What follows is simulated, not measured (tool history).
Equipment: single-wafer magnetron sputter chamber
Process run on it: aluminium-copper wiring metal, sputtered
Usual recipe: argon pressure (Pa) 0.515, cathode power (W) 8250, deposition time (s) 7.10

| run | hour | argon pressure (Pa) | cathode power (W) | deposition time (s) | read-back reference wafer on the same gauge, thickness_nm | mean film thickness on the monitor wafer (angstrom) |
|---|---|---|---|---|---|---|
| 1 | 0.0 | 0.515 | 8250 | 7.10 | 79.522 | 972.13 |
| 2 | 80.6 | 0.515 | 8250 | 7.10 | 79.577 | 977.52 |
| 3 | 145.3 | 0.515 | 8250 | 7.10 | 79.424 | 976.87 |
|  | 172.6 | sputter target and shields replaced |
| 4 | 227.5 | 0.515 | 8250 | 7.10 | 79.516 | 966.62 |
| 5 | 265.4 | 0.515 | 8250 | 7.10 | 79.422 | 977.23 |
| 6 | 330.0 | 0.515 | 8250 | 7.10 | 79.601 | 983.91 |
| 7 | 390.7 | 0.515 | 8250 | 7.10 | 79.456 | 972.92 |
| 8 | 468.4 | 0.515 | 8250 | 7.10 | 79.507 | 988.47 |
| 9 | 543.7 | 0.515 | 8250 | 7.10 | 79.424 | 990.04 |
|  | 560.0 | sputter target and shields replaced |
| 10 | 636.3 | 0.515 | 8250 | 7.10 | 79.604 | 980.76 |
| 11 | 726.0 | 0.423 | 8250 | 7.10 | 79.490 | 1047.05 |
|  | 810.1 | magnet pack replaced |
| 12 | 833.3 | 0.423 | 8250 | 7.10 | 79.468 | 1055.84 |
| 13 | 882.3 | 0.646 | 8250 | 7.10 | 79.492 | 932.84 |
| 14 | 964.7 | 0.515 | 9950 | 6.33 | 79.443 | 1083.85 |
|  | 1003.8 | sputter target and shields replaced |
| 15 | 1051.3 | 0.515 | 9350 | 6.50 | 79.551 | 1056.71 |
| 16 | 1108.8 | 0.405 | 8250 | 7.10 | 79.402 | 1076.07 |
|  | 1118.6 | capacitance manometer re-zeroed and calibrated |
|  | 1146.8 | gauge calibrated |
| 17 | 1186.0 | 0.515 | 8250 | 6.36 | 79.334 | 854.13 |

Run 18 is up next; what results do you expect?
| 18 | 1248.1 | 0.463 | 9850 | 6.18 | ? | ? |

Run 18 came out at read-back reference wafer on the same gauge, thickness_nm 79.506, mean film thickness on the monitor wafer (angstrom) 1024.54.
With the hidden condition absent and the run-to-run variation left alone, this run would have shown mean film thickness on the monitor wafer (angstrom) 1025.39.

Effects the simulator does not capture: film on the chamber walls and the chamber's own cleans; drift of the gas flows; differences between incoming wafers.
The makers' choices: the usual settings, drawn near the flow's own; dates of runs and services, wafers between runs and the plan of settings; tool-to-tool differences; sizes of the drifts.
